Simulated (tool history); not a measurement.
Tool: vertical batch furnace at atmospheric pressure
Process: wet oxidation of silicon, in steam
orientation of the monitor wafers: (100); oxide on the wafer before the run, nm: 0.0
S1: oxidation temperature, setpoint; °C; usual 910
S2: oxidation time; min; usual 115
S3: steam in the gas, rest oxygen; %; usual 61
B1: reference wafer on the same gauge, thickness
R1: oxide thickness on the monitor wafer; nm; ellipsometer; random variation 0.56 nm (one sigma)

{"run": 1, "hour": 0.0, "S1": 910, "S2": 115, "S3": 61, "B1": 237.88, "R1": 219.2}
{"run": 2, "hour": 25.7, "S1": 910, "S2": 115, "S3": 61, "B1": 237.77, "R1": 219.84}
{"run": 3, "hour": 41.6, "S1": 910, "S2": 115, "S3": 61, "B1": 237.97, "R1": 220.45}
{"run": 4, "hour": 55.7, "S1": 910, "S2": 115, "S3": 61, "B1": 237.88, "R1": 219.45}
{"run": 5, "hour": 76.7, "S1": 910, "S2": 115, "S3": 61, "B1": 238.11, "R1": 219.68}
{"run": 6, "hour": 97.0, "S1": 910, "S2": 115, "S3": 61, "B1": 238.08, "R1": 219.45}
{"run": 7, "hour": 112.8, "S1": 910, "S2": 115, "S3": 61, "B1": 237.87, "R1": 219.5}
{"run": 8, "hour": 138.1, "S1": 910, "S2": 115, "S3": 61, "B1": 237.92, "R1": 219.69}
{"run": 9, "hour": 148.0, "S1": 910, "S2": 115, "S3": 61, "B1": 238.17, "R1": 220.73}
{"run": 10, "hour": 170.6, "S1": 910, "S2": 115, "S3": 61, "B1": 237.96, "R1": 219.9}
{"run": 11, "hour": 183.9, "S1": 910, "S2": 115, "S3": 61, "B1": 237.94, "R1": 219.32}
{"run": 12, "hour": 206.1, "S1": 922, "S2": 115, "S3": 70, "B1": 237.76, "R1": 279.73}
{"run": 13, "hour": 214.8, "S1": 919, "S2": 115, "S3": 66, "B1": 237.87, "R1": 259.85}
{"run": 14, "hour": 223.8, "S1": 910, "S2": 115, "S3": 61, "B1": 237.78, "R1": 221}
{"run": 15, "hour": 239.0, "S1": 910, "S2": 115, "S3": 61, "B1": 238.04, "R1": 220.53}
{"run": 16, "hour": 258.4, "S1": 910, "S2": 115, "S3": 61, "B1": 238.11, "R1": 220.07}
{"run": 17, "hour": 273.5, "S1": 910, "S2": 115, "S3": 61, "B1": 238.23, "R1": 220.79}
{"run": 18, "hour": 305.1, "S1": 920, "S2": 115, "S3": 61, "B1": 238.1, "R1": 236.97}
{"run": 19, "hour": 314.8, "S1": 910, "S2": 156.5, "S3": 57, "B1": 238.27, "R1": 259.14}
{"run": 20, "hour": 327.1, "S1": 910, "S2": 165, "S3": 61, "B1": 237.77, "R1": 285.22}
{"run": 21, "hour": 340.6, "S1": 910, "S2": 115, "S3": 70, "B1": 237.88, "R1": 237.26}
{"run": 22, "hour": 363.4, "S1": 890, "S2": 167, "S3": 52, "B1": 238.06, "R1": 195.74}
{"run": 23, "hour": 375.8, "S1": 910, "S2": 115, "S3": 61, "B1": 238.06, "R1": 212.24}
{"run": 24, "hour": 385.6, "S1": 910, "S2": 115, "S3": 61, "B1": 238.02, "R1": 211.19}
{"run": 25, "hour": 402.1, "S1": 891, "S2": 80.5, "S3": 53, "B1": 238.37, "R1": 104.62}
{"run": 26, "hour": 419.0, "S1": 928, "S2": 115, "S3": 61, "B1": 238.08, "R1": 257.03}
{"run": 27, "hour": 431.5, "S1": 910, "S2": 115, "S3": 61, "B1": 238, "R1": 212.22}
{"run": 28, "hour": 459.0, "S1": 910, "S2": 131, "S3": 61, "B1": 238.18, "R1": 236.06}
{"run": 29, "hour": 469.1, "S1": 930, "S2": 89.5, "S3": 66, "B1": 237.89, "R1": 227.3}
{"run": 30, "hour": 478.0, "S1": 926, "S2": 115, "S3": 67, "B1": 238.03, "R1": 271.69}
{"run": 31, "hour": 495.4, "S1": 910, "S2": 65.5, "S3": 61, "B1": 238.06, "R1": 129.14}
{"run": 32, "hour": 516.4, "S1": 925, "S2": 157.5, "S3": 65, "B1": 238.31, "R1": 338.27}
{"run": 33, "hour": 528.6, "S1": 910, "S2": 115, "S3": 61, "B1": 238.07, "R1": 212.25}
{"run": 34, "hour": 539.4, "S1": 926, "S2": 115, "S3": 67, "B1": 237.74, "R1": 271.21}
{"run": 35, "hour": 556.9, "S1": 910, "S2": 64.5, "S3": 61, "B1": 237.72, "R1": 127.72}
{"run": 36, "hour": 574.1, "S1": 895, "S2": 129.5, "S3": 69, "B1": 237.88, "R1": 215.5}
{"run": 37, "hour": 589.6, "S1": 910, "S2": 131, "S3": 61, "B1": 237.76, "R1": 237.78}
{"run": 38, "hour": 607.9, "S1": 917, "S2": 115, "S3": 52, "B1": 238.25, "R1": 200.58}
{"run": 39, "hour": 628.9, "S1": 894, "S2": 140.5, "S3": 55, "B1": 238.19, "R1": 188.78}

Taken out of this log: 3 entries between the listed runs. Where each belongs, and how the hidden state differs across it:
Between runs 17 and 18: thermocouples replaced and temperature profile calibrated (hour 304.6)
  true tube temperature minus thermocouple reading, K: 4.87 -> 1.02
  measured less the result without the state, R1: +12.15 -> +2.58 nm
Between runs 27 and 28: steam generator serviced (hour 458.5)
  true tube temperature minus thermocouple reading, K: 1.23 -> 1.28
  measured less the result without the state, R1: +3.1 -> +3.48 nm
Between runs 30 and 31: gauge calibrated (hour 490.3)
  true tube temperature minus thermocouple reading, K: 1.31 -> 1.34
  measured less the result without the state, R1: +3.53 -> +2.23 nm
